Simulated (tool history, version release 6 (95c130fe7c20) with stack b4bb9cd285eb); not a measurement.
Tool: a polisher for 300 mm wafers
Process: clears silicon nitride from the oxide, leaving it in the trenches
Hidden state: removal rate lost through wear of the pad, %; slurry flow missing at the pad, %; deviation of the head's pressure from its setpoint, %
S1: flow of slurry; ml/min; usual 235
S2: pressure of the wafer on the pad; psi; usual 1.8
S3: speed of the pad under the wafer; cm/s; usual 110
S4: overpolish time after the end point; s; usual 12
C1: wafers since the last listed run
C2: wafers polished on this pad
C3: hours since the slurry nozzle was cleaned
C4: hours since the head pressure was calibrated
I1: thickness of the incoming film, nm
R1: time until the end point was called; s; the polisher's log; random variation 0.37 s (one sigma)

run,hour,S1,S2,S3,S4,C1,C2,C3,C4,I1,R1
1,0.0,235,1.8,110,12,0,628,610.1,544.4,50.1,63.3
2,9.0,235,1.8,110,12,83,712,619.1,553.4,50.1,63.3
3,21.7,235,1.8,110,12,117,829,631.8,566.1,50.1,64.2
4,35.9,235,1.8,110,12,131,961,646.0,580.3,49.4,63.0
# hour 64.1: worn pad replaced by a new one
# hour 79.0: slurry nozzle cleaned
5,79.7,235,2.0,140,12,359,135,0.7,624.1,50.6,43.4
6,93.6,235,2.0,140,12,128,264,14.6,638.0,50.1,43.5
7,106.5,235,2.2,110,12,119,383,27.5,650.9,49.7,49.6
8,122.8,235,2.2,110,12,150,534,43.8,667.2,50.6,50.6
9,132.5,290,2.4,78,14,89,624,53.5,676.9,50.7,64.9
10,139.7,155,1.4,110,12,66,691,60.7,684.1,50.4,82.3
11,150.3,210,1.8,110,12,98,789,71.3,694.7,50.9,63.1
# hour 161.9: head pressure recalibrated
12,162.4,235,2.2,110,17,93,882,83.4,0.5,50.1,54.4
13,171.0,235,1.8,110,12,79,962,92.0,9.1,49.2,66.5
14,180.8,235,1.8,110,12,90,1053,101.8,18.9,49.5,66.8
# hour 193.4: worn pad replaced by a new one
15,194.9,205,1.8,136,12,93,13,115.9,33.0,50.6,53.6
16,208.5,180,2.3,110,12,125,139,129.5,46.6,49.7,52.1

5 ways to go on from here, each from the tool as it stands after run 16. What would each give?
A,208.9,235,1.8,110,12,3,143,129.9,47.0,51.0,?
B,208.9,235,1.8,74,12,3,143,129.9,47.0,51.0,?
C,208.9,270,1.8,72,6,3,143,129.9,47.0,51.0,?
D,208.9,215,1.4,110,12,3,143,129.9,47.0,51.0,?
E,208.9,260,1.4,128,12,3,143,129.9,47.0,51.0,?

run,R1
A,65.8
B,97.8
C,99.6
D,85.1
E,72.2
Without the tool's hidden state the same runs would have given:
run,R1
A,65.3
B,97.1
C,98.9
D,84.5
E,71.7
